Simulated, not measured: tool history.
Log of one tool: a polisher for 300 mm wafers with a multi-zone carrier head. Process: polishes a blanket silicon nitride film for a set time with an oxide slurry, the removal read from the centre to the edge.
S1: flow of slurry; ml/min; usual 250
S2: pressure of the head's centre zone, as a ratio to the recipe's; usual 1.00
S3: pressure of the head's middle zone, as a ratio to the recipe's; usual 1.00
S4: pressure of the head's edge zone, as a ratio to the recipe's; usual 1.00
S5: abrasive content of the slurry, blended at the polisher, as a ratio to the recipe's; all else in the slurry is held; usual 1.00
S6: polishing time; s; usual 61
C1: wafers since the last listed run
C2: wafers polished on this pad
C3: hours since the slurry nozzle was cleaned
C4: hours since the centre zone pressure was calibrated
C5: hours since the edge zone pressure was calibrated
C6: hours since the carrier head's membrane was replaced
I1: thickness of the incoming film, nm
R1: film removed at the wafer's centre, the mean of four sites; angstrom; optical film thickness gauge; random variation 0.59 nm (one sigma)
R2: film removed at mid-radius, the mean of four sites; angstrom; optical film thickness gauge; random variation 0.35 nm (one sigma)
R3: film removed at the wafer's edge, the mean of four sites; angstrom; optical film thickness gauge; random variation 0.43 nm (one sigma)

Run 1, hour 0.0: usual settings but S1 325 ml/min, S5 0.85; C1 0; C2 471; C3 701.0; C4 2.9; C5 65.4; C6 107.0; I1 353.7. Result: R1 492 angstrom, R2 503 angstrom, R3 508 angstrom.
At hour 1.5: slurry nozzle cleaned.
Run 2, hour 15.5: usual settings; C1 192; C2 664; C3 14.0; C4 18.4; C5 80.9; C6 122.5; I1 351.7. Result: R1 525 angstrom, R2 537 angstrom, R3 539 angstrom.
Run 3, hour 22.7: usual settings; C1 95; C2 760; C3 21.2; C4 25.6; C5 88.1; C6 129.7; I1 349.7. Result: R1 526 angstrom, R2 535 angstrom, R3 546 angstrom.
Run 4, hour 40.2: usual settings but S6 68 s; C1 232; C2 993; C3 38.7; C4 43.1; C5 105.6; C6 147.2; I1 347.0. Result: R1 588 angstrom, R2 597 angstrom, R3 611 angstrom.
Run 5, hour 53.2: usual settings but S4 1.09; C1 173; C2 1166; C3 51.7; C4 56.1; C5 118.6; C6 160.2; I1 350.5. Result: R1 529 angstrom, R2 536 angstrom, R3 561 angstrom.
At hour 74.7: worn pad replaced by a new one.
Run 6, hour 75.2: usual settings but S1 295 ml/min; C1 239; C2 6; C3 73.7; C4 78.1; C5 140.6; C6 182.2; I1 347.8. Result: R1 542 angstrom, R2 541 angstrom, R3 543 angstrom.
Run 7, hour 79.1: usual settings but S6 73 s; C1 51; C2 57; C3 77.6; C4 82.0; C5 144.5; C6 186.1; I1 347.0. Result: R1 621 angstrom, R2 636 angstrom, R3 652 angstrom.
Run 8, hour 96.4: usual settings but S4 0.91; C1 230; C2 288; C3 94.9; C4 99.3; C5 161.8; C6 203.4; I1 348.8. Result: R1 524 angstrom, R2 532 angstrom, R3 521 angstrom.
Run 9, hour 112.2: usual settings but S2 0.89; C1 210; C2 498; C3 110.7; C4 115.1; C5 177.6; C6 219.2; I1 352.1. Result: R1 463 angstrom, R2 532 angstrom, R3 538 angstrom.
Run 10, hour 120.2: usual settings; C1 106; C2 605; C3 118.7; C4 123.1; C5 185.6; C6 227.2; I1 350.2. Result: R1 527 angstrom, R2 530 angstrom, R3 538 angstrom.
Run 11, hour 135.0: usual settings but S3 1.04, S4 0.95; C1 196; C2 802; C3 133.5; C4 137.9; C5 200.4; C6 242.0; I1 349.4. Result: R1 513 angstrom, R2 548 angstrom, R3 523 angstrom.
At hour 173.2: worn pad replaced by a new one.
Run 12, hour 175.0: usual settings but S4 1.05, S5 0.70; C1 479; C2 23; C3 173.5; C4 177.9; C5 240.4; C6 282.0; I1 352.2. Result: R1 461 angstrom, R2 477 angstrom, R3 483 angstrom.
Run 13, hour 191.3: usual settings but S1 275 ml/min, S3 1.10; C1 216; C2 240; C3 189.8; C4 194.2; C5 256.7; C6 298.3; I1 347.8. Result: R1 517 angstrom, R2 589 angstrom, R3 536 angstrom.
Run 14, hour 205.2: usual settings but S1 310 ml/min, S3 1.11, S5 1.25; C1 185; C2 425; C3 203.7; C4 208.1; C5 270.6; C6 312.2; I1 351.4. Result: R1 565 angstrom, R2 641 angstrom, R3 594 angstrom.
Run 15, hour 223.0: usual settings; C1 236; C2 662; C3 221.5; C4 225.9; C5 288.4; C6 330.0; I1 353.3. Result: R1 512 angstrom, R2 528 angstrom, R3 529 angstrom.
Run 16, hour 235.7: usual settings; C1 169; C2 831; C3 234.2; C4 238.6; C5 301.1; C6 342.7; I1 350.9. Result: R1 513 angstrom, R2 525 angstrom, R3 538 angstrom.
Run 17, hour 251.1: usual settings but S5 1.10; C1 204; C2 1036; C3 249.6; C4 254.0; C5 316.5; C6 358.1; I1 345.5. Result: R1 526 angstrom, R2 537 angstrom, R3 547 angstrom.
Run 18, hour 257.4: usual settings; C1 83; C2 1120; C3 255.9; C4 260.3; C5 322.8; C6 364.4; I1 348.1. Result: R1 509 angstrom, R2 525 angstrom, R3 534 angstrom.
Run 19, hour 264.7: usual settings but S2 0.93, S5 0.95; C1 97; C2 1217; C3 263.2; C4 267.6; C5 330.1; C6 371.7; I1 350.1. Result: R1 460 angstrom, R2 513 angstrom, R3 519 angstrom.
Run 20, hour 273.7: usual settings but S1 310 ml/min, S2 0.97; C1 119; C2 1337; C3 272.2; C4 276.6; C5 339.1; C6 380.7; I1 350.5. Result: R1 507 angstrom, R2 538 angstrom, R3 539 angstrom.
At hour 286.0: worn pad replaced by a new one.
Run 21, hour 286.5: usual settings; C1 117; C2 6; C3 285.0; C4 289.4; C5 351.9; C6 393.5; I1 352.8. Result: R1 497 angstrom, R2 521 angstrom, R3 536 angstrom.

How the hidden state differs across the entries between the runs, from the last listed run before each to the first after it:
Between runs 1 and 2: slurry nozzle cleaned (hour 1.5)
  slurry flow missing at the pad, %: 40.3 -> 10.3; deviation of the centre zone's pressure from its setpoint, %: -1.11 -> -1.25
  measured less the result without the state, R1: -40 -> -15 angstrom; R2: -31 -> -7 angstrom; R3: -24 -> -5 angstrom
Between runs 5 and 6: worn pad replaced by a new one (hour 74.7)
  slurry flow missing at the pad, %: 12.3 -> 13.5; deviation of the centre zone's pressure from its setpoint, %: -1.57 -> -1.75
  measured less the result without the state, R1: -18 -> -19 angstrom; R2: -8 -> -8 angstrom; R3: -7 -> -7 angstrom
Between runs 11 and 12: worn pad replaced by a new one (hour 173.2)
  slurry flow missing at the pad, %: 16.6 -> 18.8; deviation of the centre zone's pressure from its setpoint, %: -2.26 -> -2.6
  measured less the result without the state, R1: -25 -> -27 angstrom; R2: -13 -> -13 angstrom; R3: -9 -> -10 angstrom
Between runs 20 and 21: worn pad replaced by a new one (hour 286.0)
  slurry flow missing at the pad, %: 24 -> 24.7; deviation of the centre zone's pressure from its setpoint, %: -3.44 -> -3.55
  measured less the result without the state, R1: -36 -> -41 angstrom; R2: -16 -> -20 angstrom; R3: -12 -> -15 angstrom

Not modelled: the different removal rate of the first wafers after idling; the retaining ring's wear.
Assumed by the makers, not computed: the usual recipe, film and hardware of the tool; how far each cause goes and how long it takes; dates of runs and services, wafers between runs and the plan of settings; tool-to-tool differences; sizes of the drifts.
